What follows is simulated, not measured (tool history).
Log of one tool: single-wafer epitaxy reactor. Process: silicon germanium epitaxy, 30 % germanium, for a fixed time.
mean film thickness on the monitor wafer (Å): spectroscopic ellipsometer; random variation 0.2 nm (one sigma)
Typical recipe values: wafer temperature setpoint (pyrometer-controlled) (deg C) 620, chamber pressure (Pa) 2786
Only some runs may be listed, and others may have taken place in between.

run,hour,wafer temperature setpoint (pyrometer-controlled) (deg C),chamber pressure (Pa),"read-back reference wafer on the same gauge, thickness_nm",mean film thickness on the monitor wafer (Å)
1,0.0,620,2600,68.587,829.61
2,24.7,620,2600,68.641,827.75
3,57.0,620,2933,68.596,871.54
4,91.1,620,2786,68.555,851.57
5,106.2,620,2786,68.528,852.69
6,140.6,620,2786,68.597,851.39
7,163.2,620,2786,68.506,851.34
8,189.1,620,2786,68.567,849.78
# hour 190.6: gauge calibrated
9,208.8,620,2786,68.611,850.99
# hour 228.5: capacitance manometer re-zeroed and calibrated
10,235.6,609,2786,68.616,718.45
11,248.6,615,3026,68.560,815.87
12,283.3,614,2293,68.528,721.42
13,311.4,620,2293,68.637,788.55
14,336.3,633,2400,68.602,976.14
15,348.6,609,2786,68.589,718.44
16,375.7,620,2600,68.608,833.37
17,392.2,628,2786,68.623,962.28
18,405.6,620,2786,68.607,852.31
# hour 431.8: showerhead replaced
19,434.3,634,3013,68.546,1093.28
# hour 459.5: pyrometer calibrated
20,460.2,620,2786,68.619,853.99
21,489.1,631,3080,68.654,1050.26
22,521.7,624,2786,68.654,906.26
23,548.7,606,3173,68.667,719.23
24,569.5,606,3173,68.600,722.15
25,584.6,632,2786,68.576,1019.74
26,601.3,634,2786,68.579,1053.23

Below are 4 alternative next runs, each starting from the tool's condition after run 26. Predict each:
A,601.7,620,2786,?,?
B,601.7,624,2586,?,?
C,601.7,620,2386,?,?
D,601.7,616,2373,?,?

run,"read-back reference wafer on the same gauge, thickness_nm",mean film thickness on the monitor wafer (Å)
A,68.628,854.16
B,68.628,881.39
C,68.628,802.77
D,68.628,753.05
Stripped of hidden state, with their random variation kept, the same runs would have yielded:
run,mean film thickness on the monitor wafer (Å)
A,854.16
B,881.39
C,802.77
D,753.05
